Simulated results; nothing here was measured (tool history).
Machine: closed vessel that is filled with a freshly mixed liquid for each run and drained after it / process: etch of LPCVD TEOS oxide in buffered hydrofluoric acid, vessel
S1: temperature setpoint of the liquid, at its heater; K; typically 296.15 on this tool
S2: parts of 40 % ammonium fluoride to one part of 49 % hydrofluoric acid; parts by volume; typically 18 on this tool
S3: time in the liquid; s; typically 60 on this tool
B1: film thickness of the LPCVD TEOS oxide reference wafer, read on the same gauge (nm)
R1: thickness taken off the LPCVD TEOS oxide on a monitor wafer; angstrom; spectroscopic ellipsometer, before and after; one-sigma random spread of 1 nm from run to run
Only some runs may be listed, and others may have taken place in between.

run 1 hour=0 | S1=296.15 S2=22.5 S3=60 | B1=49.98 | R1=1429.1
run 2 hour=68.3 | S1=296.15 S2=18 S3=60 | B1=50.01 | R1=1733.6
run 3 hour=131.5 | S1=296.15 S2=18 S3=60 | B1=49.97 | R1=1736.1
run 4 hour=171.9 | S1=296.15 S2=18 S3=60 | B1=50.02 | R1=1732.7
run 5 hour=212 | S1=296.15 S2=18 S3=60 | B1=50.03 | R1=1748.2
run 6 hour=279.6 | S1=296.15 S2=18 S3=60 | B1=50.05 | R1=1751.8
run 7 hour=341.3 | S1=296.15 S2=18 S3=60 | B1=50 | R1=1744.9
run 8 hour=377.2 | S1=296.15 S2=18 S3=60 | B1=50 | R1=1744.6
run 9 hour=545.8 | S1=296.15 S2=18 S3=60 | B1=49.98 | R1=1717.7
run 10 hour=616.7 | S1=296.15 S2=18 S3=60 | B1=49.99 | R1=1584.4
run 11 hour=663.2 | S1=294.15 S2=18 S3=30 | B1=49.99 | R1=757.8
run 12 hour=714 | S1=299.65 S2=23.5 S3=45 | B1=49.96 | R1=1248.6
run 13 hour=758.7 | S1=298.15 S2=20 S3=60 | B1=49.97 | R1=1736.4
run 14 hour=824.8 | S1=297.65 S2=18 S3=45 | B1=50.01 | R1=1388
run 15 hour=850.4 | S1=296.15 S2=20 S3=60 | B1=49.99 | R1=1524.9

Not shown here: 3 entries made in the log between runs. Locate each between two listed runs and compare the hidden state at the listed run before it with the hidden state at the listed run after it:
From run 8 to run 9: gauge calibrated (hour 505.7)
  liquid colder than its thermometer reads (K): 1.06 -> 1.3; hydrofluoric acid flow above the setpoint (%): 8.66 -> 9.65
  difference, measured minus the result without the unlogged condition, R1: +40.2 -> +32.4 angstrom
From run 9 to run 10: hydrofluoric acid flow meter replaced (hour 548.8)
  liquid colder than its thermometer reads (K): 1.3 -> 1.4; hydrofluoric acid flow above the setpoint (%): 9.65 -> 0.879
  difference, measured minus the result without the unlogged condition, R1: +32.4 -> -112.8 angstrom
From run 10 to run 11: thermometer replaced (hour 651.1)
  liquid colder than its thermometer reads (K): 1.4 -> 0.0994; hydrofluoric acid flow above the setpoint (%): 0.879 -> 1.15
  difference, measured minus the result without the unlogged condition, R1: -112.8 -> +4.3 angstrom
